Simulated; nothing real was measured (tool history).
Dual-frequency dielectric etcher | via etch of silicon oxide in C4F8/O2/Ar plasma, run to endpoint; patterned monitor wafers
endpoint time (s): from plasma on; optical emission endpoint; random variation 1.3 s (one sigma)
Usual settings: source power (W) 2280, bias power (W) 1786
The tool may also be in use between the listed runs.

run,hour,source power (W),bias power (W),"incoming incoming film thickness, nm",endpoint time (s)
1,0.0,2280,1786,924.0,169.5
2,13.4,2280,1786,927.4,169.3
3,57.0,2280,1786,929.2,170.9
4,82.6,2280,1786,931.4,170.5
5,95.8,2280,1786,922.4,167.1
6,103.5,2280,1786,927.5,167.7
7,114.6,2610,1883,933.9,157.0
8,121.5,2610,1883,932.2,157.6
9,128.4,2280,1786,944.2,171.8
# hour 138.6: bias power generator calibrated
10,140.4,2280,1786,935.0,169.4
11,149.3,2280,1786,937.0,171.0
12,159.8,2280,1786,934.2,167.0
13,169.0,2280,1786,919.0,164.6
14,175.7,2280,1786,936.3,170.8
15,192.3,2280,1786,932.5,168.9
16,202.0,1770,1907,919.1,187.7
# hour 229.2: source power generator calibrated
17,246.3,2280,1786,930.7,165.7
# hour 281.6: wet clean of the chamber
# hour 302.2: upper electrode replaced
18,302.7,2830,1605,930.7,159.1
19,303.1,1980,2060,934.9,182.6
20,303.5,2440,1602,933.3,173.1
21,303.8,2280,1786,930.7,174.1
22,307.8,2280,1786,930.2,171.0
23,323.5,2280,1786,938.8,175.7
24,336.3,2740,1786,935.1,158.9
25,351.2,2810,1786,935.2,154.9
26,363.6,2280,1786,935.0,173.2
27,380.5,2680,2104,933.9,154.9
28,388.5,2800,2076,935.3,151.5
29,399.9,2280,2034,928.2,167.7
30,413.2,2440,1914,940.3,165.9

Forecast each of these 4 alternatives for the next run:
A,413.7,2280,1786,931.1,?
B,413.7,2430,1786,931.1,?
C,413.7,1820,1786,931.1,?
D,413.7,2730,2159,931.1,?

run,endpoint time (s)
A,171.6
B,166.2
C,193.0
D,150.9
Without the tool's hidden state the same runs would have given:
run,endpoint time (s)
A,174.4
B,168.9
C,196.1
D,153.4
